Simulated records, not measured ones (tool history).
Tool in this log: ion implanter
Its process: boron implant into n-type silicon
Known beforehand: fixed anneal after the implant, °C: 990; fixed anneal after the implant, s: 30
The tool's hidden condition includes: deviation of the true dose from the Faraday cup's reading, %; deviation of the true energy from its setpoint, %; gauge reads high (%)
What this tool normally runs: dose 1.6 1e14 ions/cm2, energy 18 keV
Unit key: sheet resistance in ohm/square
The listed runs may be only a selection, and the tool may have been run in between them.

| run | hour | dose | energy | wafers since the last listed run | hours since the last dose calibration | hours since the extraction supply was calibrated | hours since the gauge calibration | read-back reference wafer on the same gauge, sheet resistance | sheet resistance |
|---|---|---|---|---|---|---|---|---|---|
| 1 | 0 | 1.6 | 18 | 0 | 1912.9 | 5194.7 | 688 | 662.32 | 560.92 |
| 2 | 54.2 | 1.6 | 18 | 906 | 1967.1 | 5248.9 | 742.2 | 663.02 | 558.87 |
| 3 | 101.8 | 1.6 | 18 | 795 | 2014.7 | 5296.5 | 789.8 | 662.52 | 561.78 |
| 4 | 136.2 | 1.6 | 18 | 575 | 2049.1 | 5330.9 | 824.2 | 664.08 | 562.21 |
| 5 | 195.3 | 1.6 | 18 | 987 | 2108.2 | 5390 | 883.3 | 663.99 | 564.65 |
| 6 | 252.4 | 1.6 | 18 | 954 | 2165.3 | 5447.1 | 940.4 | 664.39 | 565.71 |
| 7 | 311.5 | 1.6 | 18 | 987 | 2224.4 | 5506.2 | 999.5 | 664.97 | 567.22 |
| 8 | 381.8 | 1.6 | 21 | 1175 | 2294.7 | 5576.5 | 1069.8 | 664.83 | 553.04 |
|  | 433.8 | extraction supply calibrated |
| 9 | 448.4 | 1.6 | 21 | 979 | 2361.3 | 14.6 | 1136.4 | 666.39 | 551.58 |
| 10 | 508.9 | 1.6 | 21 | 1011 | 2421.8 | 75.1 | 1196.9 | 665.19 | 552.64 |
| 11 | 535.3 | 1.6 | 21 | 441 | 2448.2 | 101.5 | 1223.3 | 665.17 | 551.99 |
|  | 571.7 | Faraday cup replaced and dose calibrated |
| 12 | 582.6 | 1.99 | 18 | 656 | 10.9 | 148.8 | 1270.6 | 664.94 | 473.21 |
| 13 | 631 | 1.6 | 18 | 809 | 59.3 | 197.2 | 1319 | 666.39 | 565.85 |
| 14 | 698.6 | 1.31 | 22.5 | 1130 | 126.9 | 264.8 | 1386.6 | 666.11 | 633.9 |
| 15 | 726.7 | 1.6 | 14 | 469 | 155 | 292.9 | 1414.7 | 665.97 | 586.42 |
|  | 816.4 | gauge calibrated |
| 16 | 849.9 | 1.21 | 24 | 2059 | 278.2 | 416.1 | 33.5 | 640.73 | 645.17 |
| 17 | 969 | 2.01 | 22.5 | 1990 | 397.3 | 535.2 | 152.6 | 645.98 | 441.47 |
| 18 | 1001.6 | 1.6 | 18 | 544 | 429.9 | 567.8 | 185.2 | 646.77 | 544.64 |
| 19 | 1038.3 | 1.6 | 15 | 613 | 466.6 | 604.5 | 221.9 | 648.17 | 558.57 |
| 20 | 1078.2 | 1.6 | 21.5 | 666 | 506.5 | 644.4 | 261.8 | 649.31 | 533.09 |
| 21 | 1141.4 | 1.43 | 16 | 1056 | 569.7 | 707.6 | 325 | 651.04 | 613.45 |

Forecast each of these 5 alternatives for the next run:
| A | 1141.8 | 1.35 | 18 | 6 | 570.1 | 708 | 325.4 | ? | ? |
| B | 1141.8 | 1.6 | 13 | 6 | 570.1 | 708 | 325.4 | ? | ? |
| C | 1141.8 | 1.94 | 20.5 | 6 | 570.1 | 708 | 325.4 | ? | ? |
| D | 1141.8 | 1.24 | 18 | 6 | 570.1 | 708 | 325.4 | ? | ? |
| E | 1141.8 | 1.77 | 18 | 6 | 570.1 | 708 | 325.4 | ? | ? |

| run | read-back reference wafer on the same gauge, sheet resistance | sheet resistance |
|---|---|---|
| A | 651.09 | 631.18 |
| B | 651.09 | 577.67 |
| C | 651.09 | 467.22 |
| D | 651.09 | 673.81 |
| E | 651.09 | 510.74 |
What these runs would have given with no unlogged condition in the tool:
| run | sheet resistance |
|---|---|
| A | 623.52 |
| B | 570.66 |
| C | 461.55 |
| D | 665.63 |
| E | 504.54 |
